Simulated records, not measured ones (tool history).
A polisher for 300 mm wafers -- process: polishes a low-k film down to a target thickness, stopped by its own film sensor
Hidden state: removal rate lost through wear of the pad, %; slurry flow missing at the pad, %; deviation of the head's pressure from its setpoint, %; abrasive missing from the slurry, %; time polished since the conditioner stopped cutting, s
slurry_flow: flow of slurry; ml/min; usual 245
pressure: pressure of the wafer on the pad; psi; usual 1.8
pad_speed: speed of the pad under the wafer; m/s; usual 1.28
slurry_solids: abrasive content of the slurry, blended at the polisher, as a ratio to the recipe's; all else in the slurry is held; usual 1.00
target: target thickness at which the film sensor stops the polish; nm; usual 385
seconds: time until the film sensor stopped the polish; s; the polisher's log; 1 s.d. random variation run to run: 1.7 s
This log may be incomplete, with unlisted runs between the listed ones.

| run | day | slurry_flow | pressure | pad_speed | slurry_solids | target | wafers since the last listed run | wafers polished on this pad | hours since the slurry nozzle was cleaned | hours since the head pressure was calibrated | hours since the slurry blender was calibrated | hours since the conditioning disc was replaced | incoming thickness of the incoming film, nm | seconds |
|---|---|---|---|---|---|---|---|---|---|---|---|---|---|---|
| 1 | 0.000 | 245 | 1.8 | 1.28 | 1.00 | 385 | 0 | 2532 | 85.1 | 1066.8 | 137.0 | 137.4 | 433.9 | 124.8 |
|  | 1.692 | worn pad replaced by a new one |
| 2 | 4.083 | 245 | 1.8 | 1.28 | 1.00 | 385 | 648 | 395 | 183.1 | 1164.8 | 235.0 | 235.4 | 437.4 | 138.3 |
|  | 4.812 | head pressure recalibrated |
| 3 | 7.579 | 245 | 1.9 | 1.28 | 1.00 | 385 | 564 | 960 | 267.0 | 66.4 | 318.9 | 319.3 | 441.0 | 142.6 |
| 4 | 10.246 | 245 | 1.9 | 1.28 | 1.00 | 385 | 441 | 1401 | 331.0 | 130.4 | 382.9 | 383.3 | 437.2 | 132.4 |
|  | 10.446 | slurry blender recalibrated |
|  | 12.321 | slurry nozzle cleaned |
| 5 | 14.650 | 245 | 1.9 | 1.28 | 1.00 | 385 | 708 | 2110 | 55.9 | 236.1 | 100.9 | 489.0 | 438.9 | 136.0 |
|  | 14.762 | conditioning disc replaced and pad reconditioned |
|  | 19.471 | worn pad replaced by a new one |
| 6 | 24.267 | 245 | 1.8 | 1.28 | 1.20 | 385 | 1550 | 794 | 286.7 | 466.9 | 331.7 | 228.1 | 440.0 | 131.9 |
| 7 | 27.962 | 245 | 1.8 | 1.28 | 1.20 | 385 | 611 | 1405 | 375.4 | 555.6 | 420.4 | 316.8 | 435.2 | 121.1 |
|  | 30.788 | slurry nozzle cleaned |
|  | 31.175 | slurry blender recalibrated |
| 8 | 31.196 | 245 | 1.8 | 1.28 | 1.20 | 385 | 514 | 1920 | 9.8 | 633.2 | 0.5 | 394.4 | 437.1 | 127.6 |
|  | 35.100 | conditioning disc replaced and pad reconditioned |
| 9 | 35.450 | 245 | 1.8 | 1.28 | 1.00 | 385 | 690 | 2610 | 111.9 | 735.3 | 102.6 | 8.4 | 442.0 | 134.2 |
| 10 | 37.308 | 245 | 1.8 | 1.28 | 1.00 | 385 | 307 | 2918 | 156.5 | 779.9 | 147.2 | 53.0 | 432.9 | 120.3 |
| 11 | 39.404 | 245 | 1.8 | 1.28 | 1.00 | 385 | 346 | 3265 | 206.8 | 830.2 | 197.5 | 103.3 | 432.5 | 119.2 |
|  | 40.896 | worn pad replaced by a new one |
| 12 | 43.375 | 245 | 1.8 | 1.28 | 1.00 | 385 | 629 | 410 | 302.1 | 925.5 | 292.8 | 198.6 | 439.7 | 141.3 |
| 13 | 46.196 | 245 | 1.8 | 1.28 | 1.00 | 385 | 466 | 877 | 369.8 | 993.2 | 360.5 | 266.3 | 441.9 | 149.5 |
|  | 48.446 | slurry blender recalibrated |
|  | 49.392 | slurry nozzle cleaned |
| 14 | 50.362 | 190 | 2.3 | 1.06 | 1.00 | 400 | 669 | 1546 | 23.3 | 1093.2 | 46.0 | 366.3 | 439.7 | 98.3 |
| 15 | 52.600 | 245 | 1.8 | 1.28 | 1.00 | 385 | 370 | 1916 | 77.0 | 1146.9 | 99.7 | 420.0 | 442.1 | 152.5 |
|  | 53.979 | head pressure recalibrated |
| 16 | 54.167 | 245 | 1.8 | 1.28 | 1.00 | 374 | 245 | 2162 | 114.6 | 4.5 | 137.3 | 457.6 | 440.6 | 182.3 |
|  | 55.275 | conditioning disc replaced and pad reconditioned |
| 17 | 56.850 | 245 | 1.8 | 1.28 | 1.00 | 385 | 430 | 2592 | 179.0 | 68.9 | 201.7 | 37.8 | 436.1 | 121.8 |
|  | 60.538 | worn pad replaced by a new one |
| 18 | 60.925 | 205 | 1.3 | 1.28 | 1.00 | 385 | 646 | 64 | 276.8 | 166.7 | 299.5 | 135.6 | 435.3 | 176.6 |
| 19 | 64.708 | 245 | 1.3 | 0.86 | 1.00 | 385 | 626 | 690 | 367.6 | 257.5 | 390.3 | 226.4 | 434.3 | 235.8 |
|  | 65.821 | slurry blender recalibrated |
|  | 66.950 | slurry nozzle cleaned |
| 20 | 67.583 | 215 | 1.8 | 0.88 | 0.90 | 385 | 455 | 1145 | 15.2 | 326.5 | 42.3 | 295.4 | 441.2 | 203.7 |
| 21 | 71.712 | 200 | 1.2 | 1.28 | 1.25 | 375 | 683 | 1829 | 114.3 | 425.6 | 141.4 | 394.5 | 443.6 | 246.4 |
|  | 73.458 | conditioning disc replaced and pad reconditioned |
| 22 | 75.346 | 290 | 1.8 | 1.28 | 1.00 | 385 | 587 | 2417 | 201.5 | 512.8 | 228.6 | 45.3 | 440.5 | 134.0 |
| 23 | 77.992 | 245 | 1.3 | 1.28 | 1.00 | 385 | 437 | 2855 | 265.0 | 576.3 | 292.1 | 108.8 | 441.6 | 198.0 |
|  | 79.138 | worn pad replaced by a new one |
| 24 | 80.762 | 245 | 1.8 | 1.28 | 1.00 | 385 | 431 | 269 | 331.5 | 642.8 | 358.6 | 175.3 | 433.7 | 127.6 |

Consider 5 possible next runs. They are alternatives, not a sequence: every one starts from the tool as it was left by run 24. What does each give?
| A | 80.783 | 245 | 2.0 | 1.28 | 1.00 | 385 | 3 | 272 | 332.0 | 643.3 | 359.1 | 175.8 | 436.4 | ? |
| B | 80.783 | 275 | 1.8 | 1.28 | 0.75 | 385 | 3 | 272 | 332.0 | 643.3 | 359.1 | 175.8 | 436.4 | ? |
| C | 80.783 | 245 | 1.8 | 1.28 | 0.80 | 385 | 3 | 272 | 332.0 | 643.3 | 359.1 | 175.8 | 436.4 | ? |
| D | 80.783 | 175 | 1.8 | 1.40 | 0.70 | 385 | 3 | 272 | 332.0 | 643.3 | 359.1 | 175.8 | 436.4 | ? |
| E | 80.783 | 245 | 1.8 | 1.28 | 0.75 | 390 | 3 | 272 | 332.0 | 643.3 | 359.1 | 175.8 | 436.4 | ? |

| run | seconds |
|---|---|
| A | 119.5 |
| B | 147.7 |
| C | 144.8 |
| D | 149.5 |
| E | 134.6 |
The same runs, with their run-to-run variation unchanged, on a tool lacking any hidden condition would have given:
| run | seconds |
|---|---|
| A | 104.8 |
| B | 130.9 |
| C | 128.3 |
| D | 131.4 |
| E | 119.3 |

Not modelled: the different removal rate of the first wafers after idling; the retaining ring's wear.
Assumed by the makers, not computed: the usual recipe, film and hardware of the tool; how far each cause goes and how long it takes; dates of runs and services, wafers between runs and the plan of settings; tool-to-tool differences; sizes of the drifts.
